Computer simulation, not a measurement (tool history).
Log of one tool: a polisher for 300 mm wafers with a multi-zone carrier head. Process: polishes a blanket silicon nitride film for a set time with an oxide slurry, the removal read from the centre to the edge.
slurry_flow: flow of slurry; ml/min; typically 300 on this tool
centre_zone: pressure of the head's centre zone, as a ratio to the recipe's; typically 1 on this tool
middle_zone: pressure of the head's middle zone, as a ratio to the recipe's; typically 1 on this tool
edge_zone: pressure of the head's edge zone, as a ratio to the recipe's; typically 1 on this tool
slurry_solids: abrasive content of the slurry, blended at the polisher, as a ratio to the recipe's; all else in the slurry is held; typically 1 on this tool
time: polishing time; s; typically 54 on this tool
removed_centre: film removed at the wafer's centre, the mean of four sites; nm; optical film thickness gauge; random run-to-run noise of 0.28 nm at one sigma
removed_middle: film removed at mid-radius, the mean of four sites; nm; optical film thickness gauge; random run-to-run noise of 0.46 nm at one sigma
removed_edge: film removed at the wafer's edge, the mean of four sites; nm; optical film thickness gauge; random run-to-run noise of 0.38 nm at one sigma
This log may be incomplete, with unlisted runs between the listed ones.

| run | hour | slurry_flow | centre_zone | middle_zone | edge_zone | slurry_solids | time | incoming thickness of the incoming film, nm | removed_centre | removed_middle | removed_edge |
|---|---|---|---|---|---|---|---|---|---|---|---|
| 1 | 0 | 300 | 1 | 1.07 | 0.91 | 1 | 54 | 285.4 | 36.2 | 39.9 | 35.5 |
|  | 9.3 | worn pad replaced by a new one |
| 2 | 11.3 | 300 | 1 | 1.07 | 0.91 | 1 | 54 | 283.5 | 35.5 | 38.5 | 35.5 |
| 3 | 27.7 | 300 | 1 | 1.07 | 0.91 | 1 | 54 | 277.6 | 35.5 | 38.8 | 35.5 |
| 4 | 37.3 | 300 | 1 | 1 | 1 | 1 | 54 | 279.4 | 34.8 | 35.3 | 36.3 |
| 5 | 46.7 | 300 | 1 | 1 | 1 | 1 | 54 | 274.9 | 34.8 | 35.9 | 36.2 |
| 6 | 57.2 | 300 | 1 | 1 | 1 | 1 | 54 | 278.1 | 34.6 | 35.2 | 36.1 |
| 7 | 64.7 | 300 | 1 | 1 | 1 | 1 | 54 | 281.6 | 35.2 | 36 | 36.5 |
| 8 | 71.2 | 300 | 1 | 1 | 1 | 1 | 54 | 275.2 | 35 | 35.8 | 36.2 |
|  | 77.4 | worn pad replaced by a new one |
| 9 | 85.8 | 300 | 1 | 1 | 1 | 1 | 54 | 277 | 34 | 35.2 | 35.9 |
| 10 | 92.5 | 300 | 1.08 | 1 | 1 | 1 | 54 | 278.9 | 36.4 | 35.3 | 35.9 |
|  | 100.5 | slurry nozzle cleaned |
|  | 106.1 | carrier head's membrane replaced by a new one |
|  | 106.3 | centre zone pressure recalibrated |
| 11 | 106.8 | 300 | 1 | 1 | 1 | 1 | 54 | 275.9 | 37.6 | 37.5 | 38.3 |
| 12 | 123.8 | 300 | 1.06 | 1 | 0.95 | 1.25 | 54 | 277.7 | 41.8 | 41.6 | 39.9 |
|  | 153.1 | edge zone pressure recalibrated |
|  | 154.2 | worn pad replaced by a new one |
| 13 | 177.8 | 355 | 1.04 | 0.9 | 1 | 1 | 46 | 281.8 | 33.5 | 30 | 33.2 |
| 14 | 190.1 | 360 | 1 | 1 | 1 | 1 | 54 | 279.5 | 37.9 | 39.5 | 38.4 |
| 15 | 205.3 | 300 | 1 | 1 | 0.93 | 1 | 54 | 275.6 | 37 | 38 | 36.8 |
| 16 | 212.7 | 235 | 0.93 | 1 | 1 | 1 | 54 | 281.5 | 34.7 | 36.9 | 37.2 |
|  | 221.4 | worn pad replaced by a new one |
| 17 | 225.3 | 335 | 1 | 0.96 | 1 | 1 | 54 | 277.5 | 37.6 | 36.5 | 38 |

Alternative continuations, all from the tool just after run 17; predict every row:
| A | 225.7 | 300 | 1 | 1.11 | 1 | 1 | 54 | 278.8 | ? | ? | ? |
| B | 225.7 | 300 | 1.09 | 1 | 1 | 1 | 68 | 278.8 | ? | ? | ? |
| C | 225.7 | 235 | 1 | 1 | 1 | 1 | 62 | 278.8 | ? | ? | ? |
| D | 225.7 | 255 | 1 | 1.08 | 1 | 1.25 | 54 | 278.8 | ? | ? | ? |

| run | removed_centre | removed_middle | removed_edge |
|---|---|---|---|
| A | 37.6 | 40.7 | 37.6 |
| B | 50.4 | 46.9 | 47.4 |
| C | 41.6 | 41.5 | 42.2 |
| D | 39.9 | 42.3 | 40.2 |
Stripped of hidden state, with their random variation kept, the same runs would have yielded:
| run | removed_centre | removed_middle | removed_edge |
|---|---|---|---|
| A | 37.8 | 40.9 | 37.8 |
| B | 50.6 | 47.2 | 47.6 |
| C | 41.9 | 41.7 | 42.4 |
| D | 40.1 | 42.5 | 40.4 |

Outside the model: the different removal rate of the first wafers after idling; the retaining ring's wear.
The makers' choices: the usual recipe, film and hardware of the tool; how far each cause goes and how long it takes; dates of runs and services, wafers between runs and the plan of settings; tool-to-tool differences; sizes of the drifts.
